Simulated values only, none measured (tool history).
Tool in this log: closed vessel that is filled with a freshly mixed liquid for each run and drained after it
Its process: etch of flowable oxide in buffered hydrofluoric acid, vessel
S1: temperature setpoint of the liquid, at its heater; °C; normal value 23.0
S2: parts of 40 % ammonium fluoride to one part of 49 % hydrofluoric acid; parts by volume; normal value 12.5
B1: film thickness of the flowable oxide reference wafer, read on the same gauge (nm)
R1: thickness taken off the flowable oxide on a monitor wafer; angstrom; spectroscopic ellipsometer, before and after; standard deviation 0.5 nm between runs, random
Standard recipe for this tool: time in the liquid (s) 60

Run 1, hour 0.0: usual settings but time in the liquid (s) 80; B1 150.02. Result: R1 1791.6 angstrom.
Run 2, hour 11.1: usual settings but S1 20.5 °C, S2 11.0 parts by volume; B1 149.97. Result: R1 1300.2 angstrom.
At hour 16.9: hydrofluoric acid flow meter replaced.
Run 3, hour 24.8: usual settings but S1 20.5 °C, S2 11.0 parts by volume; B1 150.00. Result: R1 1188.4 angstrom.
Run 4, hour 36.9: usual settings; B1 150.01. Result: R1 1203.2 angstrom.
Run 5, hour 47.7: usual settings; B1 150.01. Result: R1 1202.2 angstrom.
Run 6, hour 60.4: usual settings; B1 150.02. Result: R1 1202.6 angstrom.
Run 7, hour 67.4: usual settings but S1 25.0 °C, time in the liquid (s) 85; B1 150.02. Result: R1 1884.3 angstrom.
Run 8, hour 77.6: usual settings but S1 25.0 °C, time in the liquid (s) 85; B1 149.94. Result: R1 1900.6 angstrom.
At hour 84.1: thermometer replaced.
Run 9, hour 95.3: usual settings; B1 150.01. Result: R1 1209.0 angstrom.
Run 10, hour 105.3: usual settings; B1 150.02. Result: R1 1202.6 angstrom.
Run 11, hour 121.9: usual settings but S1 19.0 °C; B1 150.01. Result: R1 959.6 angstrom.
Run 12, hour 136.8: usual settings; B1 150.02. Result: R1 1203.8 angstrom.
Run 13, hour 146.9: usual settings but S1 25.0 °C, S2 17.0 parts by volume, time in the liquid (s) 90; B1 150.01. Result: R1 1489.7 angstrom.
Run 14, hour 157.1: usual settings but S1 18.5 °C, S2 15.5 parts by volume, time in the liquid (s) 35; B1 149.97. Result: R1 443.5 angstrom.
Run 15, hour 167.7: usual settings but S2 17.0 parts by volume, time in the liquid (s) 90; B1 149.97. Result: R1 1345.2 angstrom.
Run 16, hour 179.4: usual settings; B1 150.02. Result: R1 1206.9 angstrom.
Run 17, hour 193.7: usual settings but S2 10.0 parts by volume; B1 150.02. Result: R1 1499.9 angstrom.
Run 18, hour 206.9: usual settings; B1 150.00. Result: R1 1212.6 angstrom.
Run 19, hour 222.2: usual settings but S2 14.0 parts by volume; B1 149.96. Result: R1 1082.7 angstrom.
Run 20, hour 233.8: usual settings but S1 25.0 °C, S2 17.0 parts by volume, time in the liquid (s) 50; B1 150.02. Result: R1 834.2 angstrom.
Run 21, hour 246.1: usual settings but time in the liquid (s) 40; B1 149.98. Result: R1 812.7 angstrom.
At hour 251.6: gauge calibrated.
Run 22, hour 263.9: usual settings but S1 18.5 °C; B1 150.04. Result: R1 956.6 angstrom.
Run 23, hour 279.9: usual settings but S1 25.0 °C, time in the liquid (s) 30; B1 149.98. Result: R1 681.8 angstrom.
Run 24, hour 296.1: usual settings but S1 19.5 °C, S2 10.0 parts by volume, time in the liquid (s) 75; B1 149.98. Result: R1 1533.3 angstrom.
Run 25, hour 305.5: usual settings but S1 25.5 °C, time in the liquid (s) 75; B1 150.00. Result: R1 1738.4 angstrom.
Run 26, hour 316.2: usual settings but S1 20.0 °C, S2 8.0 parts by volume; B1 150.00. Result: R1 1555.6 angstrom.
Run 27, hour 329.2: usual settings but S1 25.0 °C, S2 7.5 parts by volume, time in the liquid (s) 40; B1 149.97. Result: R1 1473.8 angstrom.
Run 28, hour 336.3: usual settings but S1 25.0 °C, S2 7.5 parts by volume, time in the liquid (s) 40; B1 150.00. Result: R1 1470.6 angstrom.
Run 29, hour 351.9: usual settings but S1 25.0 °C, S2 8.0 parts by volume, time in the liquid (s) 35; B1 149.95. Result: R1 1193.4 angstrom.
Run 30, hour 369.4: usual settings; B1 150.00. Result: R1 1220.3 angstrom.
Run 31, hour 376.6: usual settings but S1 27.5 °C, S2 10.0 parts by volume, time in the liquid (s) 30; B1 149.96. Result: R1 958.3 angstrom.
Run 32, hour 392.6: usual settings but S2 10.5 parts by volume; B1 149.98. Result: R1 1444.0 angstrom.

Here are 5 independent what-if runs from the current tool condition. What would each one return?
Run A, hour 393.3: usual settings; B1 ?. Result: R1 ?.
Run B, hour 393.3: usual settings but time in the liquid (s) 45; B1 ?. Result: R1 ?.
Run C, hour 393.3: usual settings but S2 17.0 parts by volume, time in the liquid (s) 40; B1 ?. Result: R1 ?.
Run D, hour 393.3: usual settings but time in the liquid (s) 95; B1 ?. Result: R1 ?.
Run E, hour 393.3: usual settings but S2 17.0 parts by volume; B1 ?. Result: R1 ?.

run      B1      R1
  A  149.97  1228.8
  B  149.97   921.6
  C  149.97   605.8
  D  149.97  1945.5
  E  149.97   908.6
Without the tool's hidden state the same runs would have given:
run      R1
  A  1190.8
  B   893.1
  C   586.9
  D  1885.4
  E   880.4
